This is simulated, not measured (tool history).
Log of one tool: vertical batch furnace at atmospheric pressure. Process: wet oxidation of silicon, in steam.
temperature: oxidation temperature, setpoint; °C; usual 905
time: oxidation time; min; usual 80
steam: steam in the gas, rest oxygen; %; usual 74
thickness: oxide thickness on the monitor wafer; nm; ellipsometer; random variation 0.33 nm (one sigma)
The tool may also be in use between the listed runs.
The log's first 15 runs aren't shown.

run	hour	temperature	time	steam	wafers since the last listed run	hours since the last temperature calibration	hours since the steam generator was serviced	hours since the gauge calibration	read-back reference wafer on the same gauge, thickness	thickness
16	336.6	905	80	74	211	16	1170.5	525.3	181.73	164.99
17	360.1	905	44.5	79	320	39.5	1194	548.8	181.88	103.24
18	373	905	80	74	176	52.4	1206.9	561.7	181.9	165.27
19	400.3	905	94	74	372	79.7	1234.2	589	181.98	189.62
20	419.5	905	80	74	262	98.9	1253.4	608.2	182.02	165.11
21	454.2	905	60	70	473	133.6	1288.1	642.9	181.96	121.01
22	485	905	80	74	420	164.4	1318.9	673.7	182.19	164.68
23	515.6	905	98.5	67	417	195	1349.5	704.3	182.32	182.78
24	538.1	905	110	80	307	217.5	1372	726.8	182.38	232.39
25	554.4	893	104	74	222	233.8	1388.3	743.1	182.57	176.63
# hour 590.6: steam generator serviced
26	591.1	905	80	74	173	270.5	0.5	779.8	182.7	165.97
# hour 599.7: gauge calibrated
27	613.9	912	50.5	84	311	293.3	23.3	14.2	180.4	132.88
28	649.8	929	80	74	490	329.2	59.2	50.1	180.66	215.43
29	715.4	895	96	74	895	394.8	124.8	115.7	180.82	167.35
30	738.9	905	80	63	320	418.3	148.3	139.2	180.84	142.63

Forecast run 31:
31	761.9	898	44	74	313	441.3	171.3	162.2	?	?

{"run 31": {"read-back reference wafer on the same gauge, thickness": 180.96, "thickness": 86.05}}
Without the tool's hidden state the same run would have given thickness 85.62 nm.

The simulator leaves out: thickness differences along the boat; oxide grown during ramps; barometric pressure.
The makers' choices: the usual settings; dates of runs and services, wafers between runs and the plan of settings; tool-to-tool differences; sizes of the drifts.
